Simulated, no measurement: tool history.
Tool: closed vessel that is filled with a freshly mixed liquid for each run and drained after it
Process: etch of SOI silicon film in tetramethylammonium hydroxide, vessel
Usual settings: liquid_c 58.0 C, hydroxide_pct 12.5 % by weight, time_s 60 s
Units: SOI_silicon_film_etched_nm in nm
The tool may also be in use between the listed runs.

run,hour,liquid_c,hydroxide_pct,time_s,wafers since the last listed run,hours since the thermometer was replaced,hours since the hydroxide flow meter was replaced,hours since the gauge calibration,"read-back film thickness of the SOI silicon film reference wafer, read on the same gauge (nm)",SOI_silicon_film_etched_nm
1,0.0,58.0,12.5,60,0,1462.6,332.8,459.8,110.00,173.35
2,60.6,58.0,12.5,75,3886,1523.2,393.4,520.4,109.98,215.62
3,157.6,58.0,12.5,45,6221,1620.2,490.4,617.4,109.99,129.32
4,234.5,58.0,12.5,45,4932,1697.1,567.3,694.3,109.99,128.54
5,327.6,58.0,12.5,45,5971,1790.2,660.4,787.4,110.01,129.44
6,365.4,58.0,12.5,60,2424,1828.0,698.2,825.2,109.97,170.13
# hour 369.8: hydroxide flow meter replaced
7,429.7,58.0,12.5,60,4059,1892.3,59.9,889.5,110.02,173.70
8,502.2,58.0,12.5,60,4649,1964.8,132.4,962.0,109.99,174.63
9,558.1,58.0,12.5,60,3585,2020.7,188.3,1017.9,110.00,173.64
10,658.3,52.0,12.5,60,6426,2120.9,288.5,1118.1,110.01,117.59
11,699.5,58.0,12.5,80,2642,2162.1,329.7,1159.3,110.01,230.18
12,769.0,61.0,11.5,60,4457,2231.6,399.2,1228.8,110.02,216.49
13,827.8,61.0,11.5,60,3771,2290.4,458.0,1287.6,109.98,213.82
# hour 888.3: thermometer replaced
14,895.4,58.0,12.5,60,4271,7.1,525.6,1355.2,110.02,171.60
15,954.7,63.0,10.0,60,3803,66.4,584.9,1414.5,110.01,256.88
16,1120.3,64.0,12.5,60,10620,232.0,750.5,1580.1,109.99,247.02
17,1208.5,58.0,12.5,40,5656,320.2,838.7,1668.3,110.00,113.53
# hour 1219.1: gauge calibrated
# hour 1281.1: hydroxide flow meter replaced
18,1309.3,58.0,12.5,60,6400,421.0,28.2,90.2,110.02,175.37
19,1381.8,62.0,14.5,30,4649,493.5,100.7,162.7,110.00,104.00
20,1487.8,62.0,9.5,90,6798,599.5,206.7,268.7,110.03,372.61
21,1548.7,64.0,15.5,90,3905,660.4,267.6,329.6,110.02,343.35
22,1590.1,58.0,9.5,85,2655,701.8,309.0,371.0,110.00,273.99
23,1658.9,65.5,12.5,60,4412,770.6,377.8,439.8,110.02,273.44
24,1756.2,55.0,10.5,75,6240,867.9,475.1,537.1,110.01,190.23
25,1809.1,61.0,10.0,60,3392,920.8,528.0,590.0,110.00,227.11
26,1858.5,58.0,12.5,60,3168,970.2,577.4,639.4,109.98,173.20
27,1942.1,58.0,12.5,60,5361,1053.8,661.0,723.0,110.02,171.42
28,1985.9,58.0,15.5,60,2809,1097.6,704.8,766.8,110.03,156.59

Forecast each of these 5 alternatives for the next run:
A,1986.6,58.0,10.0,60,44,1098.3,705.5,767.5,?,?
B,1986.6,60.5,12.5,85,44,1098.3,705.5,767.5,?,?
C,1986.6,64.5,10.0,80,44,1098.3,705.5,767.5,?,?
D,1986.6,51.5,14.0,60,44,1098.3,705.5,767.5,?,?
E,1986.6,50.5,14.0,75,44,1098.3,705.5,767.5,?,?

run,"read-back film thickness of the SOI silicon film reference wafer, read on the same gauge (nm)",SOI_silicon_film_etched_nm
A,109.99,188.27
B,109.99,285.86
C,109.99,375.53
D,109.99,106.92
E,109.99,125.09
Without the tool's hidden state the same runs would have given:
run,SOI_silicon_film_etched_nm
A,191.14
B,291.81
C,381.25
D,109.56
E,128.17

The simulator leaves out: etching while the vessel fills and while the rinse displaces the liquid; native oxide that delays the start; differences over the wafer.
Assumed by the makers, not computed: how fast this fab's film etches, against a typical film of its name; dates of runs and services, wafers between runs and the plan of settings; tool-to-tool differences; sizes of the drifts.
